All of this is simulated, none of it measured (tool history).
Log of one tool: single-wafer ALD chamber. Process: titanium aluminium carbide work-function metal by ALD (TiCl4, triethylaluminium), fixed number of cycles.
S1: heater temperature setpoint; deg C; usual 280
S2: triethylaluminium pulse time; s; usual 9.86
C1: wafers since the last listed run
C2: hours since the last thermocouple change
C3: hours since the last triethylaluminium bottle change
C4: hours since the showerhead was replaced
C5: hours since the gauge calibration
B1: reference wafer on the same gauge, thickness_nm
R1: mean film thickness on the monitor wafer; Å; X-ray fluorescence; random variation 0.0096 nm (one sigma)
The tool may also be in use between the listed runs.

Run 1, hour 0.0: usual settings but S2 7.56 s; C1 0; C2 1220.0; C3 409.7; C4 3735.7; C5 258.1; B1 2.160. Result: R1 17.58 Å.
Run 2, hour 32.4: usual settings but S1 290 deg C; C1 447; C2 1252.4; C3 442.1; C4 3768.1; C5 290.5; B1 2.162. Result: R1 19.73 Å.
Run 3, hour 60.8: usual settings but S1 290 deg C; C1 392; C2 1280.8; C3 470.5; C4 3796.5; C5 318.9; B1 2.160. Result: R1 19.48 Å.
Run 4, hour 124.9: usual settings but S1 290 deg C; C1 885; C2 1344.9; C3 534.6; C4 3860.6; C5 383.0; B1 2.160. Result: R1 19.56 Å.
Run 5, hour 158.9: usual settings; C1 469; C2 1378.9; C3 568.6; C4 3894.6; C5 417.0; B1 2.160. Result: R1 18.72 Å.
Run 6, hour 226.3: usual settings; C1 930; C2 1446.3; C3 636.0; C4 3962.0; C5 484.4; B1 2.159. Result: R1 18.74 Å.
Run 7, hour 330.6: usual settings; C1 1440; C2 1550.6; C3 740.3; C4 4066.3; C5 588.7; B1 2.162. Result: R1 18.60 Å.
Run 8, hour 361.5: usual settings; C1 426; C2 1581.5; C3 771.2; C4 4097.2; C5 619.6; B1 2.158. Result: R1 18.59 Å.
Run 9, hour 389.3: usual settings but S1 288 deg C; C1 383; C2 1609.3; C3 799.0; C4 4125.0; C5 647.4; B1 2.160. Result: R1 19.36 Å.
Run 10, hour 432.4: usual settings but S1 288 deg C; C1 595; C2 1652.4; C3 842.1; C4 4168.1; C5 690.5; B1 2.160. Result: R1 19.29 Å.
Run 11, hour 469.2: usual settings; C1 508; C2 1689.2; C3 878.9; C4 4204.9; C5 727.3; B1 2.158. Result: R1 18.47 Å.
At hour 526.1: thermocouple changed; heater temperature recalibrated.
Run 12, hour 535.1: usual settings; C1 799; C2 9.0; C3 944.8; C4 4270.8; C5 793.2; B1 2.158. Result: R1 18.55 Å.
Run 13, hour 601.1: usual settings but S1 289 deg C; C1 911; C2 75.0; C3 1010.8; C4 4336.8; C5 859.2; B1 2.156. Result: R1 19.33 Å.
Run 14, hour 639.2: usual settings but S1 289 deg C; C1 526; C2 113.1; C3 1048.9; C4 4374.9; C5 897.3; B1 2.160. Result: R1 19.34 Å.
Run 15, hour 667.1: usual settings but S2 12.36 s; C1 385; C2 141.0; C3 1076.8; C4 4402.8; C5 925.2; B1 2.159. Result: R1 19.35 Å.
Run 16, hour 710.6: usual settings but S2 12.36 s; C1 600; C2 184.5; C3 1120.3; C4 4446.3; C5 968.7; B1 2.159. Result: R1 19.16 Å.
Run 17, hour 779.6: usual settings; C1 952; C2 253.5; C3 1189.3; C4 4515.3; C5 1037.7; B1 2.162. Result: R1 18.44 Å.
At hour 812.7: gauge calibrated.
At hour 838.0: showerhead replaced.
Run 18, hour 838.5: usual settings but S2 13.46 s; C1 702; C2 312.4; C3 1248.2; C4 0.5; C5 25.8; B1 2.160. Result: R1 18.99 Å.
Run 19, hour 904.8: usual settings but S2 13.59 s; C1 915; C2 378.7; C3 1314.5; C4 66.8; C5 92.1; B1 2.158. Result: R1 19.12 Å.
Run 20, hour 943.2: usual settings; C1 530; C2 417.1; C3 1352.9; C4 105.2; C5 130.5; B1 2.162. Result: R1 18.05 Å.
Run 21, hour 983.1: usual settings but S1 286 deg C, S2 6.31 s; C1 551; C2 457.0; C3 1392.8; C4 145.1; C5 170.4; B1 2.161. Result: R1 15.48 Å.
Run 22, hour 1020.0: usual settings but S1 291 deg C; C1 509; C2 493.9; C3 1429.7; C4 182.0; C5 207.3; B1 2.159. Result: R1 19.14 Å.
Run 23, hour 1073.1: usual settings but S1 288 deg C; C1 733; C2 547.0; C3 1482.8; C4 235.1; C5 260.4; B1 2.159. Result: R1 18.72 Å.
Run 24, hour 1135.0: usual settings but S1 274 deg C, S2 12.13 s; C1 854; C2 608.9; C3 1544.7; C4 297.0; C5 322.3; B1 2.160. Result: R1 18.02 Å.

The next listed run, before its measurement:
Run 25, hour 1194.6: usual settings but S1 291 deg C, S2 11.18 s; C1 823; C2 668.5; C3 1604.3; C4 356.6; C5 381.9; B1 ?. Result: R1 ?.

{"run 25": {"B1": 2.16, "R1": 19.27}}
Without the tool's hidden state the same run would have given R1 20.06 Å.
